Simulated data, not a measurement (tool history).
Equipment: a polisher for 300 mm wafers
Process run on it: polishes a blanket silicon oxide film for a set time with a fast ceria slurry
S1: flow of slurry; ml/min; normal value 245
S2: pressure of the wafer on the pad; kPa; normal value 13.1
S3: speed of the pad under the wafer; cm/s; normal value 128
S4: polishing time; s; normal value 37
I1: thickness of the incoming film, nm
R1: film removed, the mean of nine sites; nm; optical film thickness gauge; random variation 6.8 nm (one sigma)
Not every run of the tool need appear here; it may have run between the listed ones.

run 1 day=0.000 | S1=245 S2=13.1 S3=128 S4=37 | I1=1478.3 | R1=476.5
run 2 day=2.062 | S1=245 S2=13.1 S3=128 S4=37 | I1=1514.3 | R1=476.5
-- day=2.754 slurry nozzle cleaned
run 3 day=4.079 | S1=245 S2=13.1 S3=128 S4=37 | I1=1479.5 | R1=486.3
run 4 day=7.875 | S1=245 S2=13.1 S3=128 S4=37 | I1=1487.8 | R1=471.8
-- day=8.758 worn pad replaced by a new one
run 5 day=10.142 | S1=245 S2=13.1 S3=128 S4=37 | I1=1520.4 | R1=479.6
run 6 day=12.112 | S1=245 S2=13.1 S3=128 S4=37 | I1=1504.0 | R1=471.9
run 7 day=13.250 | S1=190 S2=13.1 S3=128 S4=37 | I1=1512.7 | R1=464.2
run 8 day=14.525 | S1=190 S2=13.1 S3=128 S4=37 | I1=1498.8 | R1=465.2
-- day=16.088 slurry nozzle cleaned
run 9 day=16.246 | S1=190 S2=13.1 S3=128 S4=37 | I1=1492.8 | R1=463.0
-- day=16.412 head pressure recalibrated
run 10 day=18.575 | S1=245 S2=13.1 S3=128 S4=37 | I1=1517.4 | R1=516.8
run 11 day=19.967 | S1=190 S2=13.1 S3=128 S4=41 | I1=1503.6 | R1=559.0
-- day=20.483 worn pad replaced by a new one, of another model than before
run 12 day=28.046 | S1=190 S2=13.1 S3=128 S4=41 | I1=1518.1 | R1=524.5
-- day=28.171 slurry nozzle cleaned
-- day=30.696 worn pad replaced by a new one
run 13 day=30.846 | S1=305 S2=15.9 S3=128 S4=27 | I1=1511.5 | R1=414.7
run 14 day=32.800 | S1=275 S2=17.2 S3=154 S4=45 | I1=1479.4 | R1=792.6
run 15 day=34.367 | S1=245 S2=13.1 S3=128 S4=37 | I1=1497.0 | R1=515.2
run 16 day=35.908 | S1=200 S2=13.1 S3=128 S4=37 | I1=1495.8 | R1=483.2
run 17 day=36.983 | S1=215 S2=13.1 S3=152 S4=45 | I1=1525.5 | R1=669.6
run 18 day=38.367 | S1=275 S2=17.2 S3=154 S4=45 | I1=1514.2 | R1=793.8
-- day=40.908 slurry nozzle cleaned
run 19 day=40.929 | S1=245 S2=13.1 S3=94 S4=33 | I1=1506.0 | R1=374.4
-- day=41.683 worn pad replaced by a new one
run 20 day=42.246 | S1=245 S2=13.1 S3=128 S4=37 | I1=1500.1 | R1=508.1
run 21 day=44.075 | S1=190 S2=17.9 S3=90 S4=37 | I1=1489.2 | R1=447.7
run 22 day=45.575 | S1=245 S2=11.0 S3=116 S4=37 | I1=1512.9 | R1=428.3
run 23 day=47.404 | S1=245 S2=14.5 S3=128 S4=37 | I1=1523.7 | R1=513.6
run 24 day=50.038 | S1=175 S2=13.1 S3=128 S4=27 | I1=1484.8 | R1=335.9
-- day=50.517 worn pad replaced by a new one
run 25 day=51.350 | S1=245 S2=16.5 S3=152 S4=37 | I1=1525.8 | R1=597.6

For each run, what was the tool's unlogged condition?
removal rate lost through wear of the pad, %: 0 on each run
slurry flow missing at the pad, %: 0 on each run
H1: deviation of the head's pressure from its setpoint, %
run=1 H1=-8.54
run=2 H1=-9.04
run=3 H1=-9.53
run=4 H1=-10.5
run=5 H1=-11
run=6 H1=-11.5
run=7 H1=-11.8
run=8 H1=-12.1
run=9 H1=-12.5
run=10 H1=-0.297
run=11 H1=-0.637
run=12 H1=-2.61
run=13 H1=-3.29
run=14 H1=-3.77
run=15 H1=-4.16
run=16 H1=-4.53
run=17 H1=-4.79
run=18 H1=-5.13
run=19 H1=-5.76
run=20 H1=-6.08
run=21 H1=-6.53
run=22 H1=-6.89
run=23 H1=-7.34
run=24 H1=-7.98
run=25 H1=-8.31

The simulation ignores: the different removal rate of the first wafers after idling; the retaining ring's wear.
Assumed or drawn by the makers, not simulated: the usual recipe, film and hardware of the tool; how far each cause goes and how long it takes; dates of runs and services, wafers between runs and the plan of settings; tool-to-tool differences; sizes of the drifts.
